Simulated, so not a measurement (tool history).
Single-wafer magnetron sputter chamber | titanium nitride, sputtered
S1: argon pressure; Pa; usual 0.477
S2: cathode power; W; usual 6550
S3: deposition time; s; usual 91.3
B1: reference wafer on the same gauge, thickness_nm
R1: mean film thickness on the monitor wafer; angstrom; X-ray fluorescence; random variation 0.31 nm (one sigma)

| run | hour | S1 | S2 | S3 | B1 | R1 |
|---|---|---|---|---|---|---|
| 1 | 0 | 0.477 | 6550 | 91.3 | 143.988 | 1236.56 |
| 2 | 72.8 | 0.56 | 6550 | 91.3 | 144.044 | 1202.03 |
| 3 | 149.4 | 0.477 | 6550 | 91.3 | 144.001 | 1231.76 |
|  | 196 | magnet pack replaced |
| 4 | 218.9 | 0.477 | 6550 | 91.3 | 144.002 | 1234.77 |
| 5 | 260.3 | 0.477 | 6550 | 91.3 | 144.047 | 1232.64 |
| 6 | 359 | 0.437 | 6550 | 95.4 | 144.033 | 1301.77 |
|  | 510.8 | sputter target and shields replaced |
| 7 | 599.1 | 0.437 | 6550 | 95.4 | 143.931 | 1305.15 |
| 8 | 640.2 | 0.437 | 6550 | 95.4 | 143.966 | 1307.98 |
| 9 | 679.8 | 0.477 | 6550 | 91.3 | 144.073 | 1235.02 |
|  | 713.6 | capacitance manometer re-zeroed and calibrated |
| 10 | 759.4 | 0.477 | 6550 | 91.3 | 143.972 | 1237.04 |
| 11 | 866 | 0.477 | 5950 | 91.3 | 143.976 | 1127.63 |
|  | 911.8 | gauge calibrated |
| 12 | 966.2 | 0.394 | 5150 | 80 | 143.963 | 871.96 |
| 13 | 1002.5 | 0.351 | 4950 | 99.2 | 144.066 | 1051.03 |
| 14 | 1104.8 | 0.477 | 6550 | 91.3 | 143.989 | 1238.54 |
| 15 | 1146.3 | 0.558 | 6550 | 86.5 | 144.05 | 1140.93 |
|  | 1182.1 | sputter target and shields replaced |
| 16 | 1227.2 | 0.477 | 7150 | 106 | 144.016 | 1559.16 |
| 17 | 1290 | 0.315 | 6550 | 91.3 | 143.991 | 1297.22 |
| 18 | 1344.9 | 0.477 | 5600 | 84.5 | 144.116 | 975.98 |
| 19 | 1494.7 | 0.477 | 6550 | 91.3 | 144.001 | 1231.85 |
| 20 | 1600.6 | 0.325 | 6550 | 91.3 | 143.975 | 1292.17 |
| 21 | 1665.9 | 0.351 | 4950 | 99.2 | 144.037 | 1050.18 |
|  | 1702.3 | capacitance manometer re-zeroed and calibrated |
|  | 1841 | sputter target and shields replaced |
| 22 | 1973.8 | 0.377 | 5650 | 91.3 | 143.998 | 1100.1 |
| 23 | 2073.9 | 0.381 | 6550 | 107.7 | 143.951 | 1501.63 |
| 24 | 2124 | 0.477 | 6550 | 91.3 | 144.031 | 1234.19 |
| 25 | 2177.2 | 0.477 | 6550 | 79.9 | 143.983 | 1077.26 |
| 26 | 2227.9 | 0.3 | 5950 | 78.5 | 143.945 | 1021.58 |
| 27 | 2323.1 | 0.477 | 6550 | 91.3 | 143.951 | 1233.77 |
| 28 | 2389.3 | 0.477 | 5000 | 91.3 | 143.947 | 942.52 |
| 29 | 2425.6 | 0.655 | 5150 | 91.3 | 143.924 | 921.5 |
| 30 | 2461.7 | 0.477 | 6550 | 78 | 144.021 | 1058.19 |
|  | 2522.2 | sputter target and shields replaced |
| 31 | 2564.2 | 0.477 | 6550 | 91.3 | 143.964 | 1236.48 |
| 32 | 2618.4 | 0.289 | 5100 | 91.3 | 144.03 | 1017.8 |
| 33 | 2656.9 | 0.355 | 7050 | 75.2 | 144.008 | 1136.04 |

What the log doesn't show, run by run:
deposition rate above that of a new target (%): 0 in every run
true argon pressure above the setpoint (%): 0 in every run
gauge reads high (%): 0 in every run
